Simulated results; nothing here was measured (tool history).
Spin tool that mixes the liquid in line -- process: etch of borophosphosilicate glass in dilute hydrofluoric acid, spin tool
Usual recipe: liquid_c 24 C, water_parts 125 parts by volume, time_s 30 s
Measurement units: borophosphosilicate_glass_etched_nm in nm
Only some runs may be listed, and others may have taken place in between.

| run | hour | liquid_c | water_parts | time_s | read-back film thickness of the borophosphosilicate glass reference wafer, read on the same gauge (nm) | borophosphosilicate_glass_etched_nm |
|---|---|---|---|---|---|---|
| 1 | 0 | 24 | 125 | 30 | 30 | 19.01 |
| 2 | 107.9 | 24 | 125 | 30 | 30.02 | 19.06 |
| 3 | 147 | 24 | 125 | 30 | 29.97 | 19.31 |
| 4 | 178.8 | 24 | 125 | 30 | 30.01 | 19.09 |
| 5 | 222.5 | 24 | 125 | 30 | 29.99 | 19.35 |
| 6 | 250.7 | 24 | 125 | 30 | 29.97 | 19.34 |
|  | 275.8 | thermometer replaced |
| 7 | 294.1 | 24 | 100 | 30 | 30.02 | 23.16 |
|  | 307.4 | hydrofluoric acid flow meter replaced |
| 8 | 328.8 | 21.5 | 125 | 30 | 30.02 | 16.34 |
| 9 | 390 | 24 | 125 | 30 | 29.94 | 17.71 |
| 10 | 450 | 24 | 160 | 15 | 29.98 | 6.69 |
| 11 | 489.1 | 24 | 125 | 30 | 30.01 | 18.03 |
|  | 515.6 | gauge calibrated |
| 12 | 541.5 | 26 | 95 | 45 | 30.03 | 40.23 |
| 13 | 692.6 | 24 | 85 | 30 | 29.97 | 28.02 |
| 14 | 727.6 | 25.5 | 170 | 50 | 30.01 | 22.37 |
| 15 | 789.2 | 19.5 | 125 | 45 | 29.96 | 22.99 |

3 ways to go on from here, each from the tool as it stands after run 15. What would each give?
| A | 789.6 | 24 | 125 | 30 | ? | ? |
| B | 789.6 | 26 | 185 | 30 | ? | ? |
| C | 789.6 | 21.5 | 75 | 45 | ? | ? |

| run | read-back film thickness of the borophosphosilicate glass reference wafer, read on the same gauge (nm) | borophosphosilicate_glass_etched_nm |
|---|---|---|
| A | 29.98 | 18.49 |
| B | 29.98 | 12.53 |
| C | 29.98 | 44.5 |
Without the tool's unlogged condition, the same runs would have read:
| run | borophosphosilicate_glass_etched_nm |
|---|---|
| A | 17.75 |
| B | 12.06 |
| C | 42.6 |
